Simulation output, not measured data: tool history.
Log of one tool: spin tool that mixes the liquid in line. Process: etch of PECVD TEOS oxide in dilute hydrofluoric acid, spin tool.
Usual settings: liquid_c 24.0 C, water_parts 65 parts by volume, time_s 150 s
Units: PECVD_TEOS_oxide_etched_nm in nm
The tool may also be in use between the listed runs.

run	hour	liquid_c	water_parts	time_s	wafers since the last listed run	hours since the thermometer was replaced	hours since the hydrofluoric acid flow meter was replaced	hours since the gauge calibration	read-back film thickness of the PECVD TEOS oxide reference wafer, read on the same gauge (nm)	PECVD_TEOS_oxide_etched_nm
1	0.0	24.0	65	150	0	1463.2	1882.5	222.0	120.00	31.29
2	16.2	24.0	65	150	141	1479.4	1898.7	238.2	120.02	31.06
3	27.3	24.0	65	150	96	1490.5	1909.8	249.3	120.01	31.23
4	43.7	24.0	65	150	143	1506.9	1926.2	265.7	119.99	31.21
5	59.2	24.0	65	150	135	1522.4	1941.7	281.2	120.02	31.09
6	76.4	24.0	65	190	150	1539.6	1958.9	298.4	119.99	39.46
7	91.6	24.0	65	150	132	1554.8	1974.1	313.6	119.98	31.03
8	108.9	24.0	65	150	150	1572.1	1991.4	330.9	119.99	31.36
9	123.8	24.0	65	150	130	1587.0	2006.3	345.8	120.02	31.36
10	135.2	24.0	50	150	99	1598.4	2017.7	357.2	120.00	41.48
# hour 137.8: thermometer replaced
11	141.6	24.0	50	150	47	3.8	2024.1	363.6	119.97	43.95
12	158.7	24.0	50	150	149	20.9	2041.2	380.7	120.00	43.96
13	169.3	24.0	65	205	92	31.5	2051.8	391.3	120.01	45.33
14	177.8	24.0	65	150	74	40.0	2060.3	399.8	120.00	33.20
# hour 178.0: gauge calibrated
# hour 189.2: thermometer replaced, repeated, since the last time left the tool worse
15	190.1	26.5	35	65	98	0.9	2072.6	12.1	120.02	26.91
16	205.8	24.0	65	150	136	16.6	2088.3	27.8	120.00	28.88
17	215.1	27.5	65	150	81	25.9	2097.6	37.1	120.00	33.32
# hour 231.7: hydrofluoric acid flow meter replaced
18	232.2	24.0	65	125	140	43.0	0.5	54.2	120.03	24.37
19	244.6	21.5	90	200	108	55.4	12.9	66.6	119.97	24.57
20	254.9	20.0	80	175	89	65.7	23.2	76.9	120.01	22.95
21	261.1	24.0	65	150	54	71.9	29.4	83.1	120.02	29.10
22	276.1	21.5	90	190	130	86.9	44.4	98.1	119.98	23.31

Forecast run 23:
23	305.7	22.5	65	65	258	116.5	74.0	127.7	?	?

Run 23 gave read-back film thickness of the PECVD TEOS oxide reference wafer, read on the same gauge (nm) 120.00, PECVD_TEOS_oxide_etched_nm 11.95 nm.
Without the tool's hidden state the same run would have given PECVD_TEOS_oxide_etched_nm 11.87 nm.

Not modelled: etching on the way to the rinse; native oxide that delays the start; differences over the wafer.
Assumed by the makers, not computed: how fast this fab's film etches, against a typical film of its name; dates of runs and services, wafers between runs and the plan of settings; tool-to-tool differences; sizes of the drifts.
